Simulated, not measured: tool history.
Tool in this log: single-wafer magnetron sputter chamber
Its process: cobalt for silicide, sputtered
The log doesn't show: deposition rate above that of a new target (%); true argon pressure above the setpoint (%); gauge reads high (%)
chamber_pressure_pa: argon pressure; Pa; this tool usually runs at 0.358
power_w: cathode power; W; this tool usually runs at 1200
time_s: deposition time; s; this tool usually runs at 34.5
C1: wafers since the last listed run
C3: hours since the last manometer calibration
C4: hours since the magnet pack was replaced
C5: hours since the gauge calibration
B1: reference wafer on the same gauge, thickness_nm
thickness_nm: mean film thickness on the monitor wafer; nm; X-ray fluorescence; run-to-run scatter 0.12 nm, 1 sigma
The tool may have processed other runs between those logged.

{"run": 1, "hour": 0.0, "chamber_pressure_pa": 0.358, "power_w": 1200, "time_s": 34.5, "C1": 0, "wafers on the sputter target": 4371, "C3": 1628.6, "C4": 10087.9, "C5": 272.1, "B1": 24.596, "thickness_nm": 20.394}
{"hour": 14.8, "done": "sputter target and shields replaced"}
{"run": 2, "hour": 31.6, "chamber_pressure_pa": 0.358, "power_w": 1400, "time_s": 34.5, "C1": 521, "wafers on the sputter target": 370, "C3": 1660.2, "C4": 10119.5, "C5": 303.7, "B1": 24.645, "thickness_nm": 24.527}
{"run": 3, "hour": 101.2, "chamber_pressure_pa": 0.277, "power_w": 1200, "time_s": 34.5, "C1": 1537, "wafers on the sputter target": 1908, "C3": 1729.8, "C4": 10189.1, "C5": 373.3, "B1": 24.622, "thickness_nm": 21.208}
{"run": 4, "hour": 135.3, "chamber_pressure_pa": 0.358, "power_w": 1200, "time_s": 34.5, "C1": 753, "wafers on the sputter target": 2661, "C3": 1763.9, "C4": 10223.2, "C5": 407.4, "B1": 24.617, "thickness_nm": 20.609}
{"run": 5, "hour": 186.8, "chamber_pressure_pa": 0.358, "power_w": 1200, "time_s": 34.5, "C1": 1137, "wafers on the sputter target": 3799, "C3": 1815.4, "C4": 10274.7, "C5": 458.9, "B1": 24.643, "thickness_nm": 20.478}
{"hour": 231.4, "done": "sputter target and shields replaced"}
{"run": 6, "hour": 249.0, "chamber_pressure_pa": 0.358, "power_w": 1200, "time_s": 34.5, "C1": 1197, "wafers on the sputter target": 388, "C3": 1877.6, "C4": 10336.9, "C5": 521.1, "B1": 24.608, "thickness_nm": 21.214}
{"run": 7, "hour": 301.5, "chamber_pressure_pa": 0.358, "power_w": 1050, "time_s": 33.1, "C1": 1159, "wafers on the sputter target": 1548, "C3": 1930.1, "C4": 10389.4, "C5": 573.6, "B1": 24.646, "thickness_nm": 17.495}
{"run": 8, "hour": 366.2, "chamber_pressure_pa": 0.358, "power_w": 1250, "time_s": 34.5, "C1": 1429, "wafers on the sputter target": 2978, "C3": 1994.8, "C4": 10454.1, "C5": 638.3, "B1": 24.636, "thickness_nm": 21.226}
{"run": 9, "hour": 434.9, "chamber_pressure_pa": 0.358, "power_w": 1200, "time_s": 34.5, "C1": 1517, "wafers on the sputter target": 4496, "C3": 2063.5, "C4": 10522.8, "C5": 707.0, "B1": 24.602, "thickness_nm": 20.08}
{"hour": 479.6, "done": "sputter target and shields replaced"}
{"run": 10, "hour": 486.2, "chamber_pressure_pa": 0.358, "power_w": 1200, "time_s": 34.5, "C1": 956, "wafers on the sputter target": 146, "C3": 2114.8, "C4": 10574.1, "C5": 758.3, "B1": 24.669, "thickness_nm": 21.577}
{"run": 11, "hour": 511.5, "chamber_pressure_pa": 0.358, "power_w": 1200, "time_s": 34.5, "C1": 558, "wafers on the sputter target": 705, "C3": 2140.1, "C4": 10599.4, "C5": 783.6, "B1": 24.608, "thickness_nm": 21.188}

What will run 12 give?
{"run": 12, "hour": 572.3, "chamber_pressure_pa": 0.358, "power_w": 1300, "time_s": 34.5, "C1": 1343, "wafers on the sputter target": 2049, "C3": 2200.9, "C4": 10660.2, "C5": 844.4, "B1": "?", "thickness_nm": "?"}

B1: 24.535
thickness_nm: 22.074 nm
Minus the tool's unlogged condition, the same run would have read thickness_nm 23.272 nm.
